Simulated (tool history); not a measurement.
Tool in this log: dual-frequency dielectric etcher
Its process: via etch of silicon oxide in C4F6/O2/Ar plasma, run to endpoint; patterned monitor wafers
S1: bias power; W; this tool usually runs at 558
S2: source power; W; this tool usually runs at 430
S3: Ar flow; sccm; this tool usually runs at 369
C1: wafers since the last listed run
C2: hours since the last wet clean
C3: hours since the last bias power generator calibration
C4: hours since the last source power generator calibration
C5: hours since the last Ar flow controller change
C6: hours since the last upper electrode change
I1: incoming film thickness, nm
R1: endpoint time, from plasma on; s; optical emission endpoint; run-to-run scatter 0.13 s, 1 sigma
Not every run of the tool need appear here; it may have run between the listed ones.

| run | hour | S1 | S2 | S3 | C1 | C2 | C3 | C4 | C5 | C6 | I1 | R1 |
|---|---|---|---|---|---|---|---|---|---|---|---|---|
| 1 | 0.0 | 558 | 430 | 305 | 0 | 135.6 | 1083.8 | 2407.1 | 2247.5 | 4913.2 | 155.4 | 32.8 |
| 2 | 32.2 | 558 | 430 | 305 | 222 | 167.8 | 1116.0 | 2439.3 | 2279.7 | 4945.4 | 154.3 | 32.6 |
| 3 | 54.6 | 558 | 430 | 369 | 155 | 190.2 | 1138.4 | 2461.7 | 2302.1 | 4967.8 | 152.9 | 33.1 |
| 4 | 82.0 | 558 | 430 | 369 | 189 | 217.6 | 1165.8 | 2489.1 | 2329.5 | 4995.2 | 153.5 | 33.4 |
| 5 | 115.7 | 558 | 430 | 369 | 233 | 251.3 | 1199.5 | 2522.8 | 2363.2 | 5028.9 | 153.9 | 33.6 |
| 6 | 147.2 | 558 | 430 | 369 | 218 | 282.8 | 1231.0 | 2554.3 | 2394.7 | 5060.4 | 153.4 | 33.3 |
| 7 | 162.5 | 656 | 430 | 414 | 105 | 298.1 | 1246.3 | 2569.6 | 2410.0 | 5075.7 | 153.6 | 31.2 |
| 8 | 180.9 | 629 | 430 | 369 | 127 | 316.5 | 1264.7 | 2588.0 | 2428.4 | 5094.1 | 154.2 | 31.6 |
|  | 210.3 | Ar flow controller replaced |
| 9 | 210.8 | 629 | 430 | 369 | 165 | 346.4 | 1294.6 | 2617.9 | 0.5 | 5124.0 | 154.5 | 31.7 |
|  | 258.7 | upper electrode replaced |
| 10 | 300.5 | 629 | 430 | 369 | 454 | 436.1 | 1384.3 | 2707.6 | 90.2 | 41.8 | 153.9 | 31.7 |
| 11 | 320.3 | 558 | 430 | 369 | 137 | 455.9 | 1404.1 | 2727.4 | 110.0 | 61.6 | 153.5 | 33.4 |
| 12 | 354.5 | 558 | 430 | 369 | 236 | 490.1 | 1438.3 | 2761.6 | 144.2 | 95.8 | 153.6 | 33.1 |
| 13 | 379.7 | 452 | 430 | 454 | 174 | 515.3 | 1463.5 | 2786.8 | 169.4 | 121.0 | 155.1 | 37.8 |
| 14 | 393.3 | 558 | 430 | 369 | 94 | 528.9 | 1477.1 | 2800.4 | 183.0 | 134.6 | 152.8 | 33.4 |
|  | 449.5 | wet clean of the chamber |
| 15 | 450.0 | 430 | 430 | 369 | 226 | 0.5 | 1533.8 | 2857.1 | 239.7 | 191.3 | 154.5 | 37.8 |
| 16 | 450.4 | 514 | 540 | 369 | 2 | 0.9 | 1534.2 | 2857.5 | 240.1 | 191.7 | 153.1 | 30.8 |
|  | 454.8 | bias power generator calibrated |
|  | 456.2 | source power generator calibrated |
| 17 | 465.8 | 465 | 400 | 421 | 69 | 16.3 | 11.0 | 9.6 | 255.5 | 207.1 | 154.0 | 38.6 |
| 18 | 482.3 | 519 | 340 | 297 | 114 | 32.8 | 27.5 | 26.1 | 272.0 | 223.6 | 153.2 | 37.9 |
| 19 | 512.3 | 558 | 430 | 369 | 207 | 62.8 | 57.5 | 56.1 | 302.0 | 253.6 | 155.1 | 33.8 |
| 20 | 544.3 | 667 | 430 | 369 | 221 | 94.8 | 89.5 | 88.1 | 334.0 | 285.6 | 154.1 | 30.6 |
| 21 | 579.4 | 558 | 430 | 369 | 243 | 129.9 | 124.6 | 123.2 | 369.1 | 320.7 | 154.3 | 33.6 |
| 22 | 592.7 | 689 | 400 | 284 | 92 | 143.2 | 137.9 | 136.5 | 382.4 | 334.0 | 154.1 | 30.5 |
| 23 | 623.7 | 558 | 430 | 369 | 214 | 174.2 | 168.9 | 167.5 | 413.4 | 365.0 | 152.8 | 33.3 |
| 24 | 636.7 | 613 | 330 | 299 | 90 | 187.2 | 181.9 | 180.5 | 426.4 | 378.0 | 154.1 | 35.9 |

Hidden state, per run?
etch rate over this chamber's usual, %: 0 across all the runs
bias power that arrives over what is set, %: 0 across all the runs
source power that arrives over what is set, %: 0 across all the runs
Ar flow that arrives over what is set, %: 0 across all the runs
